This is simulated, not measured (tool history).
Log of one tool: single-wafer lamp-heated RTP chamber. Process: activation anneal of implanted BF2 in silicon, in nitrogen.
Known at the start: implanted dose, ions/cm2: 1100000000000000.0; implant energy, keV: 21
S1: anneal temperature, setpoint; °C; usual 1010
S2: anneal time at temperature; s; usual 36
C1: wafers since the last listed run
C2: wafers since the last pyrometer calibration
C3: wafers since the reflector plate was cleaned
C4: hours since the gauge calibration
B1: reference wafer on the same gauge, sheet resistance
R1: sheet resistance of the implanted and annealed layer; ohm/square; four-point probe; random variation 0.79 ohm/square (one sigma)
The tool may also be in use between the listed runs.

run 1 hour=0.0 | S1=1010 S2=36 | C1=0 C2=540 C3=9361 C4=209.0 | B1=132.97 | R1=143.93
run 2 hour=8.1 | S1=1010 S2=36 | C1=122 C2=663 C3=9484 C4=217.1 | B1=132.98 | R1=142.97
run 3 hour=18.4 | S1=1010 S2=36 | C1=156 C2=819 C3=9641 C4=227.4 | B1=132.97 | R1=143.31
run 4 hour=35.0 | S1=1010 S2=36 | C1=252 C2=1071 C3=9893 C4=244.0 | B1=133.00 | R1=141.07
run 5 hour=48.6 | S1=1010 S2=36 | C1=206 C2=1277 C3=10099 C4=257.6 | B1=133.20 | R1=140.61
run 6 hour=64.2 | S1=1010 S2=36 | C1=236 C2=1514 C3=10336 C4=273.2 | B1=133.06 | R1=140.78
-- hour=84.7 pyrometer window cleaned and pyrometer calibrated
run 7 hour=85.2 | S1=1010 S2=36 | C1=197 C2=7 C3=10534 C4=294.2 | B1=133.04 | R1=145.55
run 8 hour=86.1 | S1=1010 S2=36 | C1=13 C2=21 C3=10547 C4=295.1 | B1=133.04 | R1=145.70
run 9 hour=104.0 | S1=1010 S2=36 | C1=271 C2=293 C3=10819 C4=313.0 | B1=133.05 | R1=144.06
run 10 hour=121.8 | S1=1010 S2=36 | C1=270 C2=563 C3=11089 C4=330.8 | B1=133.16 | R1=142.15
run 11 hour=136.8 | S1=1010 S2=53 | C1=227 C2=791 C3=11317 C4=345.8 | B1=133.06 | R1=134.82
-- hour=155.2 reflector plate cleaned
run 12 hour=155.7 | S1=1010 S2=53 | C1=165 C2=956 C3=8 C4=364.7 | B1=132.94 | R1=140.77
run 13 hour=167.0 | S1=1010 S2=36 | C1=171 C2=1128 C3=179 C4=376.0 | B1=132.96 | R1=147.00
run 14 hour=182.7 | S1=996 S2=36 | C1=238 C2=1366 C3=417 C4=391.7 | B1=132.91 | R1=161.13
run 15 hour=198.5 | S1=1019 S2=51 | C1=239 C2=1606 C3=657 C4=407.5 | B1=133.02 | R1=131.87
run 16 hour=205.6 | S1=1010 S2=36 | C1=107 C2=1714 C3=765 C4=414.6 | B1=133.04 | R1=143.91
run 17 hour=211.7 | S1=996 S2=56 | C1=92 C2=1806 C3=858 C4=420.7 | B1=132.89 | R1=147.22
run 18 hour=223.4 | S1=1000 S2=36 | C1=177 C2=1984 C3=1035 C4=432.4 | B1=132.98 | R1=151.85
run 19 hour=229.6 | S1=1018 S2=26 | C1=94 C2=2078 C3=1129 C4=438.6 | B1=132.98 | R1=143.41
-- hour=229.9 gauge calibrated
-- hour=242.2 pyrometer window cleaned and pyrometer calibrated
run 20 hour=246.3 | S1=1010 S2=36 | C1=132 C2=61 C3=1262 C4=16.4 | B1=132.93 | R1=151.71
run 21 hour=257.0 | S1=1010 S2=36 | C1=162 C2=224 C3=1424 C4=27.1 | B1=133.17 | R1=151.57
run 22 hour=271.5 | S1=1010 S2=19 | C1=220 C2=444 C3=1644 C4=41.6 | B1=132.90 | R1=166.11
run 23 hour=284.3 | S1=994 S2=27 | C1=194 C2=638 C3=1838 C4=54.4 | B1=133.00 | R1=174.23
run 24 hour=291.1 | S1=1038 S2=51 | C1=103 C2=742 C3=1942 C4=61.2 | B1=132.99 | R1=124.93
run 25 hour=302.8 | S1=1018 S2=29 | C1=177 C2=919 C3=2119 C4=72.9 | B1=133.10 | R1=144.77
run 26 hour=315.9 | S1=1023 S2=36 | C1=198 C2=1118 C3=2318 C4=86.0 | B1=133.01 | R1=137.16
run 27 hour=322.6 | S1=1010 S2=36 | C1=101 C2=1220 C3=2420 C4=92.7 | B1=133.04 | R1=146.25
run 28 hour=340.1 | S1=1010 S2=36 | C1=265 C2=1485 C3=2686 C4=110.2 | B1=132.98 | R1=145.73
run 29 hour=358.0 | S1=982 S2=20 | C1=271 C2=1757 C3=2957 C4=128.1 | B1=132.96 | R1=188.91
-- hour=366.8 pyrometer window cleaned and pyrometer calibrated
run 30 hour=367.3 | S1=1035 S2=20 | C1=19 C2=8 C3=2977 C4=137.4 | B1=132.99 | R1=143.05
run 31 hour=389.4 | S1=1037 S2=54 | C1=335 C2=343 C3=3313 C4=159.5 | B1=133.11 | R1=123.05
run 32 hour=403.9 | S1=1000 S2=36 | C1=220 C2=563 C3=3533 C4=174.0 | B1=133.06 | R1=157.98
run 33 hour=413.0 | S1=995 S2=36 | C1=138 C2=702 C3=3671 C4=183.1 | B1=132.95 | R1=163.08
run 34 hour=425.5 | S1=987 S2=36 | C1=189 C2=891 C3=3861 C4=195.6 | B1=133.09 | R1=172.34
run 35 hour=442.2 | S1=1030 S2=48 | C1=253 C2=1145 C3=4114 C4=212.3 | B1=132.99 | R1=128.05
run 36 hour=455.0 | S1=1010 S2=36 | C1=194 C2=1339 C3=4309 C4=225.1 | B1=133.02 | R1=145.09
run 37 hour=466.8 | S1=1021 S2=52 | C1=179 C2=1518 C3=4488 C4=236.9 | B1=133.01 | R1=128.98

4 ways to go on from here, each from the tool as it stands after run 37. What would each give?
run A hour=467.2 | S1=993 S2=36 | C1=6 C2=1524 C3=4494 C4=237.3 | B1=? | R1=?
run B hour=467.2 | S1=986 S2=50 | C1=6 C2=1524 C3=4494 C4=237.3 | B1=? | R1=?
run C hour=467.2 | S1=997 S2=36 | C1=6 C2=1524 C3=4494 C4=237.3 | B1=? | R1=?
run D hour=467.2 | S1=991 S2=56 | C1=6 C2=1524 C3=4494 C4=237.3 | B1=? | R1=?

run=A B1=132.89 R1=159.82
run=B B1=132.89 R1=159.47
run=C B1=132.89 R1=155.41
run=D B1=132.89 R1=151.45
Without the tool's hidden state the same runs would have given:
run=A R1=174.31
run=B R1=174.08
run=C R1=168.98
run=D R1=163.88

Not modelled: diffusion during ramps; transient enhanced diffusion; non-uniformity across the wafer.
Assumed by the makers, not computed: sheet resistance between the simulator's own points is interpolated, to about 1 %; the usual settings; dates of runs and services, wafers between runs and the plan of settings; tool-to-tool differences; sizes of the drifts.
